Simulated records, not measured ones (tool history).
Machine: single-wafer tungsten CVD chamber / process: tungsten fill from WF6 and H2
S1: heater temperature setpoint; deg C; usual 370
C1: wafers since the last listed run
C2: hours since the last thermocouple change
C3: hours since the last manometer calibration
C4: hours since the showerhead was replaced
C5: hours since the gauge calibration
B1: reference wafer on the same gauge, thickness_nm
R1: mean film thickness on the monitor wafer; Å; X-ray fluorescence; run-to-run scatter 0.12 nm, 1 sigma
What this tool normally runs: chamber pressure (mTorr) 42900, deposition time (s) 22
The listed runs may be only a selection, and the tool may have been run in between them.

Run 1, hour 0: usual settings but deposition time (s) 23.6; C1 0; C2 1424.5; C3 597; C4 6665.8; C5 263.8; B1 36.499. Result: R1 437.92 Å.
Run 2, hour 14.3: usual settings but deposition time (s) 23.6; C1 193; C2 1438.8; C3 611.3; C4 6680.1; C5 278.1; B1 36.503. Result: R1 438.92 Å.
Run 3, hour 30.6: usual settings; C1 220; C2 1455.1; C3 627.6; C4 6696.4; C5 294.4; B1 36.501. Result: R1 406.87 Å.
Run 4, hour 45.7: usual settings; C1 203; C2 1470.2; C3 642.7; C4 6711.5; C5 309.5; B1 36.514. Result: R1 407.46 Å.
Run 5, hour 53.2: usual settings; C1 101; C2 1477.7; C3 650.2; C4 6719; C5 317; B1 36.501. Result: R1 406.78 Å.
Run 6, hour 69.1: usual settings; C1 214; C2 1493.6; C3 666.1; C4 6734.9; C5 332.9; B1 36.514. Result: R1 408.61 Å.
Run 7, hour 80.8: usual settings; C1 157; C2 1505.3; C3 677.8; C4 6746.6; C5 344.6; B1 36.475. Result: R1 408.78 Å.
Run 8, hour 98.1: usual settings; C1 233; C2 1522.6; C3 695.1; C4 6763.9; C5 361.9; B1 36.516. Result: R1 408.74 Å.
At hour 112.7: thermocouple changed; heater temperature recalibrated.
Run 9, hour 114.2: usual settings but deposition time (s) 24.8; C1 109; C2 1.5; C3 711.2; C4 6780; C5 378; B1 36.49. Result: R1 501.07 Å.
Run 10, hour 125.1: usual settings; C1 147; C2 12.4; C3 722.1; C4 6790.9; C5 388.9; B1 36.501. Result: R1 443.67 Å.
Run 11, hour 142.5: usual settings; C1 234; C2 29.8; C3 739.5; C4 6808.3; C5 406.3; B1 36.512. Result: R1 444.26 Å.
At hour 145: gauge calibrated.
Run 12, hour 151: usual settings; C1 114; C2 38.3; C3 748; C4 6816.8; C5 6; B1 36.499. Result: R1 444.14 Å.
Run 13, hour 163.1: usual settings but S1 361 deg C; C1 163; C2 50.4; C3 760.1; C4 6828.9; C5 18.1; B1 36.512. Result: R1 352.81 Å.
Run 14, hour 174.6: usual settings but S1 357 deg C, chamber pressure (mTorr) 52600, deposition time (s) 25.4; C1 155; C2 61.9; C3 771.6; C4 6840.4; C5 29.6; B1 36.527. Result: R1 389.14 Å.
Run 15, hour 191.2: usual settings but S1 356 deg C, chamber pressure (mTorr) 45800, deposition time (s) 18.4; C1 224; C2 78.5; C3 788.2; C4 6857; C5 46.2; B1 36.484. Result: R1 263.86 Å.
Run 16, hour 202.8: usual settings but S1 376 deg C, chamber pressure (mTorr) 51500, deposition time (s) 26.3; C1 156; C2 90.1; C3 799.8; C4 6868.6; C5 57.8; B1 36.489. Result: R1 637.39 Å.
Run 17, hour 215.7: usual settings but S1 365 deg C, chamber pressure (mTorr) 38900, deposition time (s) 18.5; C1 174; C2 103; C3 812.7; C4 6881.5; C5 70.7; B1 36.51. Result: R1 317.34 Å.
At hour 239: showerhead replaced.
At hour 244.5: capacitance manometer re-zeroed and calibrated.
Run 18, hour 245: usual settings but S1 360 deg C, chamber pressure (mTorr) 38700, deposition time (s) 26.1; C1 213; C2 132.3; C3 0.5; C4 6; C5 100; B1 36.519. Result: R1 391.75 Å.
Run 19, hour 259.8: usual settings but chamber pressure (mTorr) 36600; C1 199; C2 147.1; C3 15.3; C4 20.8; C5 114.8; B1 36.481. Result: R1 417.73 Å.
Run 20, hour 265.8: usual settings; C1 81; C2 153.1; C3 21.3; C4 26.8; C5 120.8; B1 36.493. Result: R1 433.35 Å.
Run 21, hour 279.5: usual settings; C1 184; C2 166.8; C3 35; C4 40.5; C5 134.5; B1 36.51. Result: R1 431.73 Å.
Run 22, hour 324.6: usual settings; C1 608; C2 211.9; C3 80.1; C4 85.6; C5 179.6; B1 36.49. Result: R1 431.46 Å.
Run 23, hour 338.2: usual settings but chamber pressure (mTorr) 39300, deposition time (s) 19.3; C1 183; C2 225.5; C3 93.7; C4 99.2; C5 193.2; B1 36.511. Result: R1 367.89 Å.

Below are 4 alternative next runs, each starting from the tool's condition after run 23. Predict each:
Run A, hour 338.6: usual settings; C1 5; C2 225.9; C3 94.1; C4 99.6; C5 193.6; B1 ?. Result: R1 ?.
Run B, hour 338.6: usual settings but S1 380 deg C, chamber pressure (mTorr) 38500; C1 5; C2 225.9; C3 94.1; C4 99.6; C5 193.6; B1 ?. Result: R1 ?.
Run C, hour 338.6: usual settings but deposition time (s) 20.1; C1 5; C2 225.9; C3 94.1; C4 99.6; C5 193.6; B1 ?. Result: R1 ?.
Run D, hour 338.6: usual settings but deposition time (s) 19.2; C1 5; C2 225.9; C3 94.1; C4 99.6; C5 193.6; B1 ?. Result: R1 ?.

run      B1      R1
  A  36.492   430.9
  B  36.492   529.5
  C  36.492  393.53
  D  36.492  375.84
Without the tool's unlogged condition, the same runs would have read:
run      R1
  A  439.77
  B  539.75
  C  401.64
  D  383.57

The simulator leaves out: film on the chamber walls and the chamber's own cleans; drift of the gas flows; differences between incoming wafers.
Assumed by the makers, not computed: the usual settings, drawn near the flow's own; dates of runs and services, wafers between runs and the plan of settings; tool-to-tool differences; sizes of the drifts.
